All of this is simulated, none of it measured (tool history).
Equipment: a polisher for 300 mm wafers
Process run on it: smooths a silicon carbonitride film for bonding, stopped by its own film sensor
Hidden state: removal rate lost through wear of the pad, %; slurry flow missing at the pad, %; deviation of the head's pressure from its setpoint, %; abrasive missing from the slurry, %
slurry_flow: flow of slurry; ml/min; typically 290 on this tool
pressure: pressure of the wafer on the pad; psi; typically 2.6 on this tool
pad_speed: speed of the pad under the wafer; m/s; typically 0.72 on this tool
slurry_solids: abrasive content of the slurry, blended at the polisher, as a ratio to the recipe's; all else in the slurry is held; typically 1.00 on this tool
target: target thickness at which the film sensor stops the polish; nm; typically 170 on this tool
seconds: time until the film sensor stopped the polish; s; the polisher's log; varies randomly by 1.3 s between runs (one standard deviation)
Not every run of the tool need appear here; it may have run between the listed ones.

run   hour  slurry_flow  pressure  pad_speed  slurry_solids  target  wafers since the last listed run  wafers polished on this pad  hours since the slurry nozzle was cleaned  hours since the head pressure was calibrated  hours since the slurry blender was calibrated  incoming thickness of the incoming film, nm  seconds
  1    0.0          290       2.6       0.72           1.00     170                                 0                          378                                      210.3                                         509.9                                           93.2                                        191.7    106.9
      99.7  -- head pressure recalibrated
     164.7  -- worn pad replaced by a new one
  2  199.2          290       2.6       0.72           1.00     170                              1200                          214                                      409.5                                          99.5                                          292.4                                        191.3    112.6
     312.2  -- slurry nozzle cleaned
  3  318.2          290       2.6       0.72           1.00     170                               733                          948                                        6.0                                         218.5                                          411.4                                        189.3    102.6
  4  351.8          290       2.6       0.72           1.00     170                               208                         1156                                       39.6                                         252.1                                          445.0                                        194.4    130.5
     366.4  -- slurry blender recalibrated
  5  393.7          290       2.6       0.72           1.00     170                               248                         1404                                       81.5                                         294.0                                           27.3                                        188.9     91.9
     401.6  -- worn pad replaced by a new one
  6  441.9          360       2.6       0.72           0.85     170                               274                          250                                      129.7                                         342.2                                           75.5                                        190.1    105.9
  7  472.4          360       2.6       0.72           0.85     170                               189                          440                                      160.2                                         372.7                                          106.0                                        187.9     96.0
  8  529.1          360       2.6       0.72           0.85     170                               352                          792                                      216.9                                         429.4                                          162.7                                        191.6    116.2
  9  567.7          290       2.6       0.56           1.00     170                               239                         1032                                      255.5                                         468.0                                          201.3                                        186.0     96.8
     597.9  -- head pressure recalibrated
 10  601.8          290       2.6       0.72           1.00     170                               199                         1232                                      289.6                                           3.9                                          235.4                                        189.1    100.4
 11  635.2          290       2.6       0.72           1.00     170                               207                         1439                                      323.0                                          37.3                                          268.8                                        188.1     97.6
     662.4  -- worn pad replaced by a new one, of another model than before
 12  676.5          290       3.4       0.50           1.25     170                               231                           87                                      364.3                                          78.6                                          310.1                                        189.1     83.0

Predict the results of run 13:
     703.5  -- slurry nozzle cleaned
 13  730.3          250       2.6       0.92           0.75     170                               328                          415                                       26.8                                         132.4                                          363.9                                        191.4        ?

seconds: 121.7 s
On a tool with no hidden condition, and with the same random variation, this run would have come out at seconds 105.7 s.
